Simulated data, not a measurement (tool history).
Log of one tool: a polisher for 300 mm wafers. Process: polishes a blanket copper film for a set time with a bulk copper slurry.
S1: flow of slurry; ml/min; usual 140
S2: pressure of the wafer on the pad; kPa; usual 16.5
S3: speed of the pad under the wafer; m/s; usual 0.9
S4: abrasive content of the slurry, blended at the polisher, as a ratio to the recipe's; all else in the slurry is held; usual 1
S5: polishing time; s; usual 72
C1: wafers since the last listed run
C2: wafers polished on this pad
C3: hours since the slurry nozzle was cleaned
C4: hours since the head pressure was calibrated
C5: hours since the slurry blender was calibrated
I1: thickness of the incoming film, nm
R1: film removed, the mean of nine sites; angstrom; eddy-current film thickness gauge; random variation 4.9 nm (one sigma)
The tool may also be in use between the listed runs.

run,hour,S1,S2,S3,S4,S5,C1,C2,C3,C4,C5,I1,R1
1,0,140,16.5,0.9,1,72,0,13,237.3,884.1,41.9,4596.1,5025
2,24.5,140,16.5,0.9,1,72,229,243,261.8,908.6,66.4,4568.8,5096
3,49.8,140,16.5,0.9,1,72,237,480,287.1,933.9,91.7,4502.8,5048
4,63.3,140,16.5,0.9,1,53,126,607,300.6,947.4,105.2,4571.1,3733
# hour 84.7: slurry blender recalibrated
5,90.3,140,16.5,0.9,1,53,234,841,327.6,974.4,5.6,4592.8,3800
# hour 120.3: worn pad replaced by a new one
6,123.1,140,16.5,0.9,1,53,269,25,360.4,1007.2,38.4,4556.2,3666
7,141.9,140,20,0.9,0.95,72,176,201,379.2,1026,57.2,4560.8,6049
# hour 173.1: slurry nozzle cleaned
8,173.6,140,16.5,0.9,1.1,72,287,489,0.5,1057.7,88.9,4558.4,5264
9,187.2,140,16.5,0.9,1.1,72,127,617,14.1,1071.3,102.5,4548.2,5248
# hour 194.2: head pressure recalibrated
10,204.9,140,16.5,0.9,1.15,72,147,764,31.8,10.7,120.2,4526.7,4669
# hour 224.3: slurry blender recalibrated
11,224.9,140,19.3,0.9,1,72,168,932,51.8,30.7,0.6,4498.8,5315
# hour 236.8: worn pad replaced by a new one
12,241.1,110,20,1.18,1,72,114,39,68,46.9,16.8,4553.9,6828
13,276.5,140,21.4,1.04,1,54,331,371,103.4,82.3,52.2,4469.5,5094
14,296.5,175,16.5,0.9,1,79,187,559,123.4,102.3,72.2,4561.7,5192
15,312.8,90,16.5,0.9,1,65,152,711,139.7,118.6,88.5,4542.3,3920
16,326.3,100,16.5,1.06,1.2,58,126,838,153.2,132.1,102,4547.5,4440
17,342.4,140,13.1,1,1.25,80,150,989,169.3,148.2,118.1,4609,4961
# hour 370.2: slurry blender recalibrated
18,371.8,175,16.5,0.9,1,79,256,1245,198.7,177.6,1.6,4479.5,5299
# hour 380.2: worn pad replaced by a new one
19,386.4,105,16.5,1.04,1,72,99,57,213.3,192.2,16.2,4623.6,5254
20,420.1,140,16.5,0.9,1,72,315,373,247,225.9,49.9,4564.5,4667
21,450.4,140,16.5,0.9,1,72,283,657,277.3,256.2,80.2,4468,4704
22,467.5,105,16.5,0.9,1,72,160,817,294.4,273.3,97.3,4525,4544

Forecast each of these 3 alternatives for the next run:
A,468,140,16.5,0.9,1,72,4,822,294.9,273.8,97.8,4536.3,?
B,468,140,16.5,0.76,1,72,4,822,294.9,273.8,97.8,4536.3,?
C,468,140,19.3,0.66,1,85,4,822,294.9,273.8,97.8,4536.3,?

run,R1
A,4727
B,3992
C,4731
Without the tool's hidden state the same runs would have given:
run,R1
A,4464
B,3769
C,4467
